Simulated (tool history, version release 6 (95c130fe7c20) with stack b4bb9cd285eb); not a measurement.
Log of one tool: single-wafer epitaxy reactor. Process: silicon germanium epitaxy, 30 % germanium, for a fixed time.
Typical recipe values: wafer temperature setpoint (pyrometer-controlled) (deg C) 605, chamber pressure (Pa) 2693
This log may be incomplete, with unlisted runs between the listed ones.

run     day  wafer temperature setpoint (pyrometer-controlled) (deg C)  chamber pressure (Pa)  read-back reference wafer on the same gauge, thickness_nm  mean film thickness on the monitor wafer (angstrom)
  1   0.000                                                        615                   2693                                                     77.628                                               802.45
  2   0.967                                                        615                   2693                                                     77.412                                               801.69
  3   2.250                                                        615                   2693                                                     77.438                                               802.62
  4   3.496                                                        614                   3053                                                     77.262                                               846.64
  5   6.021                                                        605                   2266                                                     77.520                                               585.04
  6   8.471                                                        605                   2266                                                     77.318                                               582.77
  7   9.533                                                        605                   2266                                                     77.509                                               582.35
  8  10.571                                                        613                   2693                                                     77.414                                               765.57
  9  11.529                                                        613                   2693                                                     77.446                                               773.71
 10  12.221                                                        605                   2693                                                     77.457                                               650.86
     12.800  -- pyrometer calibrated
 11  13.154                                                        605                   2693                                                     77.551                                               652.59
 12  14.192                                                        616                   2693                                                     77.446                                               817.35
 13  14.950                                                        615                   2693                                                     77.375                                               800.05
 14  17.121                                                        597                   3240                                                     77.623                                               616.17
     18.462  -- gauge calibrated
     19.846  -- showerhead replaced
 15  21.225                                                        619                   2200                                                     77.661                                               754.48
 16  21.867                                                        600                   2693                                                     77.431                                               582.60
 17  23.021                                                        605                   2693                                                     77.481                                               648.15
 18  23.696                                                        605                   3186                                                     77.568                                               710.71
 19  25.142                                                        605                   2426                                                     77.472                                               604.25
     25.608  -- capacitance manometer re-zeroed and calibrated
 20  27.729                                                        593                   2093                                                     77.507                                               437.26
 21  29.229                                                        620                   2440                                                     77.553                                               854.95
 22  30.108                                                        605                   2693                                                     77.620                                               674.35
 23  31.521                                                        605                   2360                                                     77.509                                               613.11
 24  32.958                                                        593                   2893                                                     77.562                                               547.18

Predict each of these 3 candidate next runs independently; none follows another, all start after run 24:
  A  32.975                                                        594                   2693                                                          ?                                                    ?
  B  32.975                                                        612                   3026                                                          ?                                                    ?
  C  32.975                                                        616                   2440                                                          ?                                                    ?

run  read-back reference wafer on the same gauge, thickness_nm  mean film thickness on the monitor wafer (angstrom)
  A                                                     77.551                                               533.47
  B                                                     77.551                                               830.88
  C                                                     77.551                                               787.62
Without the tool's unlogged condition, the same runs would have read:
run  mean film thickness on the monitor wafer (angstrom)
  A                                               531.00
  B                                               827.03
  C                                               783.98
